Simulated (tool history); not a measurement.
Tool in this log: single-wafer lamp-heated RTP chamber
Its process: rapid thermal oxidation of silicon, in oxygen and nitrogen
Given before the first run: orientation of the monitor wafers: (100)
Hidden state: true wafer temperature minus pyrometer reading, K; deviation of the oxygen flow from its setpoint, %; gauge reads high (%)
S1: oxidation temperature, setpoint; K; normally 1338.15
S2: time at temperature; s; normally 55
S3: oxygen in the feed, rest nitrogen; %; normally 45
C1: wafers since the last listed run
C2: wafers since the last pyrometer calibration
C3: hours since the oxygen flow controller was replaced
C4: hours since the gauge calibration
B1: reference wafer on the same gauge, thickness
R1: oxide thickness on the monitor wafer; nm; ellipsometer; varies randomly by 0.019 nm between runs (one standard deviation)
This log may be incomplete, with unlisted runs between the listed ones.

run	hour	S1	S2	S3	C1	C2	C3	C4	B1	R1
1	0.0	1354.15	55	45	0	6687	6292.9	108.5	8.532	8.610
2	17.5	1354.15	55	45	156	6844	6310.4	126.0	8.529	8.577
3	39.5	1320.15	55	45	196	7041	6332.4	148.0	8.533	6.889
4	56.9	1338.15	55	45	155	7196	6349.8	165.4	8.526	7.776
5	68.1	1338.15	55	45	100	7296	6361.0	176.6	8.530	7.752
6	77.9	1338.15	55	45	87	7384	6370.8	186.4	8.531	7.786
7	89.5	1357.15	55	45	103	7488	6382.4	198.0	8.528	8.806
8	106.0	1338.15	45	45	147	7635	6398.9	214.5	8.532	7.126
9	119.7	1338.15	55	62	122	7758	6412.6	228.2	8.530	8.773
10	137.2	1345.15	38	45	156	7914	6430.1	245.7	8.527	6.992
11	151.1	1345.15	38	45	124	8039	6444.0	259.6	8.531	7.016
12	159.2	1345.15	38	45	72	8111	6452.1	267.7	8.527	6.993
13	173.2	1338.15	55	45	125	8236	6466.1	281.7	8.531	7.845
# hour 181.4: pyrometer window cleaned and pyrometer calibrated
14	183.6	1338.15	35	45	21	19	6476.5	292.1	8.534	6.191
15	197.1	1338.15	35	45	120	140	6490.0	305.6	8.531	6.168
# hour 202.4: gauge calibrated
16	208.7	1323.15	55	45	103	244	6501.6	6.3	8.532	6.786
17	226.2	1338.15	55	45	156	400	6519.1	23.8	8.528	7.509
18	235.2	1338.15	45	25	80	481	6528.1	32.8	8.531	5.580
19	249.8	1358.15	77	45	130	612	6542.7	47.4	8.538	9.931
20	263.6	1338.15	55	45	123	735	6556.5	61.2	8.531	7.515
21	273.6	1338.15	40	71	89	824	6566.5	71.2	8.529	7.658
# hour 291.5: oxygen flow controller replaced
22	292.0	1320.15	46	18	93	917	0.5	89.6	8.526	4.548
23	300.5	1328.15	55	31	76	993	9.0	98.1	8.529	6.190
24	311.1	1338.15	55	45	94	1088	19.6	108.7	8.531	7.538
25	328.0	1338.15	62	69	151	1239	36.5	125.6	8.528	9.194
26	339.4	1348.15	30	17	101	1341	47.9	137.0	8.528	4.488
27	349.6	1338.15	45	32	91	1433	58.1	147.2	8.530	6.115
28	361.5	1338.15	55	27	106	1539	70.0	159.1	8.531	6.278
29	377.7	1338.15	55	45	144	1684	86.2	175.3	8.534	7.509
30	388.1	1338.15	30	45	93	1777	96.6	185.7	8.531	5.816
31	403.3	1338.15	71	45	135	1913	111.8	200.9	8.532	8.377
32	415.7	1316.15	55	45	110	2024	124.2	213.3	8.523	6.489
33	426.8	1338.15	74	45	99	2123	135.3	224.4	8.534	8.561
34	433.4	1325.15	42	37	59	2182	141.9	231.0	8.526	5.756
35	444.9	1338.15	55	24	102	2285	153.4	242.5	8.528	6.072
36	452.3	1338.15	55	45	66	2351	160.8	249.9	8.531	7.535
37	461.3	1346.15	71	24	80	2432	169.8	258.9	8.536	7.099

Describe how what the log doesn't record of the tool's condition differs between the last listed run preceding each entry between runs and the first listed run following it.
Run 13 -> run 14: pyrometer window cleaned and pyrometer calibrated (hour 181.4)
  true wafer temperature minus pyrometer reading, K: 7.4 -> 0.503
  measured minus no-state result, R1: +0.373 -> +0.021 nm
Run 15 -> run 16: gauge calibrated (hour 202.4)
  true wafer temperature minus pyrometer reading, K: 0.505 -> 0.509
  measured minus no-state result, R1: +0.020 -> +0.023 nm
Run 21 -> run 22: oxygen flow controller replaced (hour 291.5)
  true wafer temperature minus pyrometer reading, K: 0.572 -> 0.602
  measured minus no-state result, R1: +0.029 -> +0.017 nm

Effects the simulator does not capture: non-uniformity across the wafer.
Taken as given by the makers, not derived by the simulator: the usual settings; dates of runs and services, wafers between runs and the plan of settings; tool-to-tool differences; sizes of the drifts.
